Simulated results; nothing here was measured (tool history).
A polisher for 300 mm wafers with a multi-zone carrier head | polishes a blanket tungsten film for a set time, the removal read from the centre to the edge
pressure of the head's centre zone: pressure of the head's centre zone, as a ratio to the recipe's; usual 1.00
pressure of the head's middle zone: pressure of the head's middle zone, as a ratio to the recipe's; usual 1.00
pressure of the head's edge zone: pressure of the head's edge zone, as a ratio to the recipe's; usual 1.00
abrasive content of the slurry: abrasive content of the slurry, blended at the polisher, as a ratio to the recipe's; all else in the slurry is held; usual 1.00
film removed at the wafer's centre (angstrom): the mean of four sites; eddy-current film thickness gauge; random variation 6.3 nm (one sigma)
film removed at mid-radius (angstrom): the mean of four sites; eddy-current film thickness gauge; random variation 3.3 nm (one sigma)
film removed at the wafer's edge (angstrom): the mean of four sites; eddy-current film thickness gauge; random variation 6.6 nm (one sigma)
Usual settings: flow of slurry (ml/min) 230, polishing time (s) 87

| run | hour | flow of slurry (ml/min) | pressure of the head's centre zone | pressure of the head's middle zone | pressure of the head's edge zone | abrasive content of the slurry | polishing time (s) | incoming thickness of the incoming film, nm | film removed at the wafer's centre (angstrom) | film removed at mid-radius (angstrom) | film removed at the wafer's edge (angstrom) |
|---|---|---|---|---|---|---|---|---|---|---|---|
| 1 | 0.0 | 285 | 1.00 | 1.00 | 1.00 | 1.00 | 87 | 1494.9 | 4702 | 4575 | 4537 |
|  | 24.8 | worn pad replaced by a new one |
| 2 | 56.1 | 285 | 1.00 | 1.00 | 1.00 | 1.00 | 87 | 1499.5 | 4847 | 4555 | 4609 |
| 3 | 108.1 | 230 | 0.94 | 1.00 | 0.96 | 1.00 | 87 | 1487.5 | 4377 | 4518 | 4493 |
|  | 121.6 | edge zone pressure recalibrated |
|  | 202.9 | worn pad replaced by a new one |
| 4 | 301.2 | 230 | 0.94 | 1.00 | 0.96 | 1.00 | 87 | 1463.8 | 4640 | 4451 | 4386 |
| 5 | 351.0 | 230 | 1.00 | 1.00 | 1.00 | 1.00 | 87 | 1495.4 | 4824 | 4477 | 4484 |
|  | 369.3 | worn pad replaced by a new one |
|  | 378.1 | centre zone pressure recalibrated |
| 6 | 382.7 | 230 | 1.00 | 1.00 | 1.00 | 1.00 | 87 | 1477.3 | 3740 | 4452 | 4610 |
| 7 | 447.1 | 230 | 0.92 | 1.00 | 1.00 | 1.00 | 87 | 1501.7 | 3437 | 4500 | 4535 |
|  | 461.8 | edge zone pressure recalibrated |
|  | 489.6 | slurry nozzle cleaned |
|  | 503.6 | worn pad replaced by a new one |
| 8 | 510.1 | 290 | 1.00 | 1.00 | 1.08 | 1.00 | 87 | 1466.6 | 3994 | 4520 | 4742 |
|  | 564.5 | carrier head's membrane replaced by a new one |
|  | 564.8 | centre zone pressure recalibrated, repeated, since the last time left the tool worse |
| 9 | 565.3 | 230 | 1.00 | 1.00 | 1.00 | 1.00 | 87 | 1497.8 | 4473 | 4432 | 4513 |
| 10 | 610.9 | 195 | 0.95 | 1.06 | 1.00 | 1.00 | 77 | 1479.8 | 3743 | 4083 | 4009 |
|  | 644.0 | worn pad replaced by a new one |
| 11 | 655.7 | 230 | 1.00 | 1.00 | 1.00 | 1.25 | 87 | 1458.1 | 4795 | 4776 | 4787 |
| 12 | 684.1 | 230 | 1.00 | 1.00 | 1.05 | 1.00 | 58 | 1479.3 | 2938 | 2974 | 3070 |
| 13 | 751.2 | 305 | 1.00 | 1.00 | 1.00 | 1.00 | 87 | 1506.5 | 4728 | 4605 | 4541 |
|  | 780.1 | worn pad replaced by a new one |
| 14 | 786.4 | 290 | 1.00 | 0.97 | 1.06 | 1.00 | 68 | 1500.5 | 3655 | 3458 | 3657 |

Measured less the same run without the tool's hidden state. The same run-to-run variation is in both; the gauge's scatter may not be:
The hidden state here: removal rate lost through wear of the pad, %; slurry flow missing at the pad, %; deviation of the centre zone's pressure from its setpoint, %; deviation of the edge zone's pressure from its setpoint, %.
| run | film removed at the wafer's centre (angstrom) |
|---|---|
| 1 | +87 |
| 2 | +119 |
| 3 | +135 |
| 4 | +273 |
| 5 | +321 |
| 6 | -698 |
| 7 | -644 |
| 8 | -733 |
| 9 | -25 |
| 10 | -20 |
| 11 | -22 |
| 12 | -11 |
| 13 | -7 |
| 14 | +2 |
film removed at mid-radius (angstrom): within 4 of the measured result in every run.
film removed at the wafer's edge (angstrom): 0 in every run.
